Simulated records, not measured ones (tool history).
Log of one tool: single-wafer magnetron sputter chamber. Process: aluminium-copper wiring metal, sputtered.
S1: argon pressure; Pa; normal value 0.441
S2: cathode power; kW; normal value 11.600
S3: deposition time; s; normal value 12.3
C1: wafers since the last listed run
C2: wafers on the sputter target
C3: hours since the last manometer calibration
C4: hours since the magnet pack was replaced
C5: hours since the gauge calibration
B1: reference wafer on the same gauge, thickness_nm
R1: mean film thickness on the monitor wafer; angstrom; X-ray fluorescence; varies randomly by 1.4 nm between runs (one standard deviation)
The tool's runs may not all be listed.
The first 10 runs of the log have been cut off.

run    hour     S1      S2    S3    C1     C2      C3      C4      C5       B1       R1
 11   867.3  0.441   9.650  12.3  2095   4084   959.3   872.6   298.2  201.298  2067.31
 12   974.6  0.441  11.600  12.3  2202   6286  1066.6   979.9   405.5  201.106  2454.90
 13  1072.1  0.441  13.450  11.0  2001   8288  1164.1  1077.4   503.0  201.072  2549.91
 14  1128.9  0.533  11.600  12.3  1166   9454  1220.9  1134.2   559.8  201.109  2276.49
 15  1169.2  0.441  11.600  12.3   827  10281  1261.2  1174.5   600.1  201.001  2487.12
 16  1273.4  0.441  11.600  12.3  2139  12420  1365.4  1278.7   704.3  200.713  2457.79
 17  1338.7  0.441  11.600  10.0  1340  13761  1430.7  1344.0   769.6  200.962  1994.80
 18  1375.2  0.441  13.100  11.7   749  14510  1467.2  1380.5   806.1  201.134  2647.20
     1422.1  -- sputter target and shields replaced
 19  1469.6  0.441  12.800  13.3  1773    974  1561.6  1474.9   900.5  200.923  2929.25
 20  1516.1  0.441  14.400  12.3   954   1929  1608.1  1521.4   947.0  201.114  3027.43
 21  1560.7  0.441  12.850  12.3   915   2844  1652.7  1566.0   991.6  200.930  2719.20
 22  1643.8  0.441  11.600  12.3  1705   4550  1735.8  1649.1  1074.7  201.096  2491.76
     1660.4  -- capacitance manometer re-zeroed and calibrated
 23  1738.2  0.441   8.850  12.3  1773   6324    77.8  1743.5  1169.1  200.801  1875.63
 24  1792.2  0.538  13.650  13.5  1108   7432   131.8  1797.5  1223.1  201.036  2920.41
 25  1893.5  0.281  11.600  13.0  2079   9512   233.1  1898.8  1324.4  200.846  3010.18
 26  1942.0  0.600  11.600  14.3   995  10507   281.6  1947.3  1372.9  200.886  2484.94
 27  2009.8  0.521   8.800  11.0  1391  11899   349.4  2015.1  1440.7  201.229  1547.64
 28  2068.3  0.441  11.600  12.3  1200  13100   407.9  2073.6  1499.2  201.332  2463.32
     2141.6  -- sputter target and shields replaced
 29  2149.6  0.441  11.600  12.3  1504    163   489.2  2154.9  1580.5  201.029  2442.29
 30  2248.3  0.590  11.600  12.3  2026   2189   587.9  2253.6  1679.2  201.032  2152.27
 31  2334.8  0.393  11.600  12.3  1775   3965   674.4  2340.1  1765.7  201.022  2579.06
 32  2372.8  0.441   9.300  12.3   780   4745   712.4  2378.1  1803.7  201.086  1976.56
 33  2472.8  0.441  11.600  12.3  2052   6798   812.4  2478.1  1903.7  201.002  2441.20

Predict each of these 5 candidate next runs independently; none follows another, all start after run 33:
  A  2473.2  0.441  11.600  12.3   8  6806  812.8  2478.5  1904.1   ?   ?
  B  2473.2  0.520  10.650  11.5   8  6806  812.8  2478.5  1904.1   ?   ?
  C  2473.2  0.369  11.600   9.9   8  6806  812.8  2478.5  1904.1   ?   ?
  D  2473.2  0.441  13.600  10.6   8  6806  812.8  2478.5  1904.1   ?   ?
  E  2473.2  0.535   9.550  14.5   8  6806  812.8  2478.5  1904.1   ?   ?

run       B1       R1
  A  200.969  2486.91
  B  200.969  1993.36
  C  200.969  2134.15
  D  200.969  2512.70
  E  200.969  2225.11
Stripped of hidden state, with their random variation kept, the same runs would have yielded:
run       R1
  A  2486.91
  B  1993.36
  C  2134.15
  D  2512.70
  E  2225.11
